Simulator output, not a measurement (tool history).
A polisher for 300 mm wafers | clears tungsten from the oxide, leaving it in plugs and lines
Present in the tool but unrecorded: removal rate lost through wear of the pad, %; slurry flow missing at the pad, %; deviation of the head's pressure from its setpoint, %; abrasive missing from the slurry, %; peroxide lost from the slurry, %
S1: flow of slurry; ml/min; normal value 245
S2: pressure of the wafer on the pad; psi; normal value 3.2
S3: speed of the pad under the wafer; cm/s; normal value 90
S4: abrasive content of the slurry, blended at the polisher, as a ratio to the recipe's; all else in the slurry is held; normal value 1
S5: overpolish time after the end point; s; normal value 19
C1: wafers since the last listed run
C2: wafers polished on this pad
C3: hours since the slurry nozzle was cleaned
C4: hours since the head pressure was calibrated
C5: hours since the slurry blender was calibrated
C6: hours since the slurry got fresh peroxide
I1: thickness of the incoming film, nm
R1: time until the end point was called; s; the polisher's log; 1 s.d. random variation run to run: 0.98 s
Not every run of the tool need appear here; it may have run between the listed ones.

| run | hour | S1 | S2 | S3 | S4 | S5 | C1 | C2 | C3 | C4 | C5 | C6 | I1 | R1 |
|---|---|---|---|---|---|---|---|---|---|---|---|---|---|---|
| 1 | 0 | 245 | 3.2 | 90 | 1 | 19 | 0 | 462 | 245.9 | 581.2 | 133.3 | 130.3 | 411.7 | 113.8 |
|  | 4.7 | slurry tank refilled with fresh slurry and peroxide |
| 2 | 31.2 | 245 | 3.2 | 90 | 1 | 19 | 199 | 661 | 277.1 | 612.4 | 164.5 | 26.5 | 417.3 | 115.2 |
| 3 | 49.7 | 220 | 3.2 | 90 | 1 | 19 | 122 | 783 | 295.6 | 630.9 | 183 | 45 | 410.6 | 115.6 |
| 4 | 73.9 | 220 | 3.2 | 90 | 1 | 19 | 159 | 943 | 319.8 | 655.1 | 207.2 | 69.2 | 418.3 | 116.4 |
| 5 | 92.8 | 245 | 3.2 | 90 | 1 | 19 | 124 | 1068 | 338.7 | 674 | 226.1 | 88.1 | 409.9 | 115.3 |
| 6 | 105.5 | 245 | 3.2 | 90 | 1 | 19 | 83 | 1152 | 351.4 | 686.7 | 238.8 | 100.8 | 414.9 | 116.7 |
|  | 132.7 | worn pad replaced by a new one |
| 7 | 133.2 | 245 | 3.2 | 90 | 1 | 19 | 156 | 3 | 379.1 | 714.4 | 266.5 | 128.5 | 416.1 | 113.9 |
|  | 140.9 | slurry tank refilled with fresh slurry and peroxide |
| 8 | 146.6 | 245 | 3.2 | 90 | 1 | 19 | 81 | 85 | 392.5 | 727.8 | 279.9 | 5.7 | 413 | 114.2 |
|  | 177.4 | head pressure recalibrated |
| 9 | 177.8 | 245 | 3.2 | 90 | 1 | 19 | 192 | 277 | 423.7 | 0.4 | 311.1 | 36.9 | 412.6 | 113.2 |
| 10 | 193.3 | 245 | 3.2 | 90 | 1 | 19 | 102 | 380 | 439.2 | 15.9 | 326.6 | 52.4 | 410.6 | 115.1 |
| 11 | 207.3 | 245 | 3.2 | 90 | 1 | 19 | 92 | 472 | 453.2 | 29.9 | 340.6 | 66.4 | 410.3 | 113.5 |
|  | 223.6 | slurry blender recalibrated |
|  | 235.1 | slurry nozzle cleaned |
| 12 | 241.3 | 245 | 4.1 | 90 | 1 | 19 | 204 | 677 | 6.2 | 63.9 | 17.7 | 100.4 | 407.9 | 90.8 |
| 13 | 263.3 | 245 | 3.2 | 90 | 1 | 19 | 145 | 822 | 28.2 | 85.9 | 39.7 | 122.4 | 408.7 | 115 |
| 14 | 276.9 | 295 | 3.2 | 90 | 1 | 19 | 89 | 912 | 41.8 | 99.5 | 53.3 | 136 | 410.7 | 112.4 |
|  | 291.3 | slurry tank refilled with fresh slurry and peroxide |
| 15 | 299.8 | 245 | 3.2 | 90 | 1 | 19 | 144 | 1057 | 64.7 | 122.4 | 76.2 | 8.5 | 409.4 | 115 |
|  | 322.2 | worn pad replaced by a new one |
| 16 | 326.5 | 245 | 3.2 | 90 | 1 | 19 | 149 | 28 | 91.4 | 149.1 | 102.9 | 35.2 | 404.5 | 110.4 |
| 17 | 350 | 245 | 3.2 | 90 | 1 | 19 | 155 | 183 | 114.9 | 172.6 | 126.4 | 58.7 | 409.1 | 111.1 |
| 18 | 381.8 | 245 | 3.2 | 90 | 1 | 19 | 210 | 393 | 146.7 | 204.4 | 158.2 | 90.5 | 403.1 | 110.1 |
|  | 420.3 | slurry tank refilled with fresh slurry and peroxide |
| 19 | 452.3 | 265 | 3.2 | 70 | 1 | 11 | 458 | 852 | 217.2 | 274.9 | 228.7 | 32 | 408.9 | 145.1 |
| 20 | 481.9 | 245 | 2.3 | 90 | 1 | 19 | 195 | 1047 | 246.8 | 304.5 | 258.3 | 61.6 | 411.3 | 151.4 |
|  | 486.8 | worn pad replaced by a new one |
| 21 | 514.8 | 245 | 3.2 | 90 | 1 | 19 | 190 | 184 | 279.7 | 337.4 | 291.2 | 94.5 | 406.6 | 110.9 |
| 22 | 541.7 | 245 | 3.2 | 110 | 1 | 19 | 177 | 362 | 306.6 | 364.3 | 318.1 | 121.4 | 408.1 | 89.9 |
|  | 559.3 | slurry tank refilled with fresh slurry and peroxide |
|  | 565.3 | slurry blender recalibrated |
| 23 | 567.3 | 275 | 3.2 | 90 | 1.2 | 19 | 149 | 511 | 332.2 | 389.9 | 2 | 8 | 408.6 | 105.9 |
| 24 | 594 | 245 | 3.2 | 90 | 0.9 | 19 | 176 | 687 | 358.9 | 416.6 | 28.7 | 34.7 | 401.7 | 114.5 |
| 25 | 623.6 | 165 | 2.3 | 66 | 1 | 19 | 195 | 883 | 388.5 | 446.2 | 58.3 | 64.3 | 412.1 | 221.8 |

Branching from run 25: 5 alternative next runs. What would each branch give?
| A | 624.1 | 245 | 3.2 | 90 | 1 | 15 | 3 | 886 | 389 | 446.7 | 58.8 | 64.8 | 414.1 | ? |
| B | 624.1 | 245 | 2.5 | 116 | 0.85 | 27 | 3 | 886 | 389 | 446.7 | 58.8 | 64.8 | 414.1 | ? |
| C | 624.1 | 245 | 2.8 | 74 | 1.25 | 13 | 3 | 886 | 389 | 446.7 | 58.8 | 64.8 | 414.1 | ? |
| D | 624.1 | 245 | 3.2 | 90 | 1.3 | 23 | 3 | 886 | 389 | 446.7 | 58.8 | 64.8 | 414.1 | ? |
| E | 624.1 | 245 | 3.2 | 90 | 1 | 16 | 3 | 886 | 389 | 446.7 | 58.8 | 64.8 | 414.1 | ? |

| run | R1 |
|---|---|
| A | 114.5 |
| B | 113.4 |
| C | 150.3 |
| D | 109 |
| E | 114.5 |
Had the tool no hidden state, the same runs would have come out as:
| run | R1 |
|---|---|
| A | 110.8 |
| B | 109.7 |
| C | 145.4 |
| D | 105.4 |
| E | 110.8 |
